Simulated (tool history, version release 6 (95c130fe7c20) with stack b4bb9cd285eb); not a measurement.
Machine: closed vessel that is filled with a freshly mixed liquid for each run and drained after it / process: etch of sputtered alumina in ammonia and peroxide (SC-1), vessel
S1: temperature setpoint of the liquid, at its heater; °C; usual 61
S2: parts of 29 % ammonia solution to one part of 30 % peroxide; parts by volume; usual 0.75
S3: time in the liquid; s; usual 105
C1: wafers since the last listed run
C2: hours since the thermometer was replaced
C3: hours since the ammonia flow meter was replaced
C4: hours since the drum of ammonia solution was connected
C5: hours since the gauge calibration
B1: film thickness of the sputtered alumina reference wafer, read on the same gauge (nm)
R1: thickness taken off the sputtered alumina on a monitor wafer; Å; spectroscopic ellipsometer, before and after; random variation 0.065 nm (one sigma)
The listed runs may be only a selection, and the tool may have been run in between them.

run	hour	S1	S2	S3	C1	C2	C3	C4	C5	B1	R1
1	0	61	0.75	130	0	70.1	781.7	16.9	1444.5	99.95	141.4
2	68.4	61	0.75	105	6813	138.5	850.1	85.3	1512.9	100.01	114.6
3	115.5	61	0.75	105	4691	185.6	897.2	132.4	1560	100.01	113.9
4	163.7	61	0.75	105	4801	233.8	945.4	180.6	1608.2	100.01	113.6
5	198.2	61	0.75	105	3436	268.3	979.9	215.1	1642.7	100	113.6
6	254.7	61	0.75	105	5627	324.8	1036.4	271.6	1699.2	99.97	112.3
7	305.1	61	0.75	105	5020	375.2	1086.8	322	1749.6	100.02	113.2
# hour 395.6: new drum of ammonia solution connected
8	439.5	61	0.9	105	13287	509.6	1221.2	43.9	1884	99.96	114.1
9	496.1	61	0.9	105	5637	566.2	1277.8	100.5	1940.6	99.99	112.7
10	553.5	61	0.9	105	5717	623.6	1335.2	157.9	1998	99.97	112.8
11	611.2	66.5	0.6	50	5747	681.3	1392.9	215.6	2055.7	99.98	68.8
12	650.1	65.5	0.75	135	3874	720.2	1431.8	254.5	2094.6	99.96	178.6
13	680.4	61	0.75	105	3018	750.5	1462.1	284.8	2124.9	100.02	110.2
# hour 697: ammonia flow meter replaced
# hour 708.3: gauge calibrated
14	710.3	61	0.9	45	2878	780.4	13.3	314.7	2	100.02	48.1
# hour 743.3: thermometer replaced
15	753.1	70	0.65	85	4163	9.8	56.1	357.5	44.8	99.93	142.4
# hour 811.2: new drum of ammonia solution connected
16	820.6	70	0.4	105	6623	77.3	123.6	9.4	112.3	99.97	166.3
17	888.5	61	0.75	105	6763	145.2	191.5	77.3	180.2	99.98	112.4

For run 18, what comes out?
18	1069.6	61	1.05	90	18038	326.3	372.6	258.4	361.3	?	?

B1: 100
R1: 99 Å
Had the tool carried no hidden state, the very same run would have given R1 101.2 Å.
